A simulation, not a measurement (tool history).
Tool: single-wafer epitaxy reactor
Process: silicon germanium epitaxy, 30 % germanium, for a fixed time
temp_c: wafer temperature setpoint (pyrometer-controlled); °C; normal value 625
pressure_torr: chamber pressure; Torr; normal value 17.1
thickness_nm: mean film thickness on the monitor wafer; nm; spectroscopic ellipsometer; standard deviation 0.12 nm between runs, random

run   hour  temp_c  pressure_torr  wafers since the last listed run  hours since the last pyrometer calibration  hours since the last manometer calibration  hours since the showerhead was replaced  hours since the gauge calibration  read-back reference wafer on the same gauge, thickness_nm  thickness_nm
  1    0.0     625           20.1                                 0                                      2582.3                                      2188.3                                   5786.0                               64.8                                                     81.012        90.788
  2    7.9     625           20.1                               164                                      2590.2                                      2196.2                                   5793.9                               72.7                                                     80.976        90.944
  3   16.7     625           17.1                               182                                      2599.0                                      2205.0                                   5802.7                               81.5                                                     81.012        83.836
  4   24.9     625           17.1                               170                                      2607.2                                      2213.2                                   5810.9                               89.7                                                     80.963        84.259
  5   32.3     625           17.1                               153                                      2614.6                                      2220.6                                   5818.3                               97.1                                                     81.011        83.973
  6   44.5     633           19.8                               253                                      2626.8                                      2232.8                                   5830.5                              109.3                                                     80.973       105.222
  7   55.0     633           19.8                               218                                      2637.3                                      2243.3                                   5841.0                              119.8                                                     81.004       105.156
  8   66.1     633           19.8                               230                                      2648.4                                      2254.4                                   5852.1                              130.9                                                     81.034       105.479
  9   79.9     625           17.1                               286                                      2662.2                                      2268.2                                   5865.9                              144.7                                                     81.042        84.167
 10  130.0     625           17.1                              1040                                      2712.3                                      2318.3                                   5916.0                              194.8                                                     80.927        84.170
     131.7  -- gauge calibrated
 11  146.8     625           17.1                               348                                      2729.1                                      2335.1                                   5932.8                               15.1                                                     81.012        84.199
 12  155.7     625           17.1                               184                                      2738.0                                      2344.0                                   5941.7                               24.0                                                     81.036        84.260
     164.7  -- pyrometer calibrated
 13  165.6     625           17.1                                39                                         0.9                                      2353.9                                   5951.6                               33.9                                                     81.064        77.972
 14  182.1     625           17.1                               342                                        17.4                                      2370.4                                   5968.1                               50.4                                                     81.062        78.306
     198.1  -- capacitance manometer re-zeroed and calibrated
     206.4  -- showerhead replaced
 15  206.9     618           18.3                               182                                        42.2                                         8.8                                      0.5                               75.2                                                     81.020        72.832
 16  207.8     611           13.0                                18                                        43.1                                         9.7                                      1.4                               76.1                                                     81.038        53.411
 17  228.5     625           17.1                               429                                        63.8                                        30.4                                     22.1                               96.8                                                     80.971        81.189
 18  239.2     611           21.3                               222                                        74.5                                        41.1                                     32.8                              107.5                                                     81.043        67.791
 19  247.8     620           17.1                               178                                        83.1                                        49.7                                     41.4                              116.1                                                     81.028        73.300
 20  258.9     615           13.4                               230                                        94.2                                        60.8                                     52.5                              127.2                                                     81.010        58.821
 21  268.5     629           18.5                               199                                       103.8                                        70.4                                     62.1                              136.8                                                     81.088        90.903
 22  275.5     625           17.1                               145                                       110.8                                        77.4                                     69.1                              143.8                                                     80.991        80.991
 23  311.5     625           17.1                               747                                       146.8                                       113.4                                    105.1                              179.8                                                     81.021        80.984
     330.4  -- gauge calibrated
 24  346.9     625           20.3                               735                                       182.2                                       148.8                                    140.5                               16.5                                                     80.977        87.426
 25  360.3     612           17.1                               278                                       195.6                                       162.2                                    153.9                               29.9                                                     80.979        62.406
 26  374.7     638           13.9                               299                                       210.0                                       176.6                                    168.3                               44.3                                                     80.961        93.496
 27  383.1     625           12.9                               174                                       218.4                                       185.0                                    176.7                               52.7                                                     80.948        70.320

What does the tool deliver on the next run?
 28  390.1     611           17.1                               145                                       225.4                                       192.0                                    183.7                               59.7                                                          ?             ?

For run 28 the tool returned read-back reference wafer on the same gauge, thickness_nm 80.968, thickness_nm 60.988 nm.
The same run, on a tool lacking any hidden state, would have yielded thickness_nm 61.028 nm.
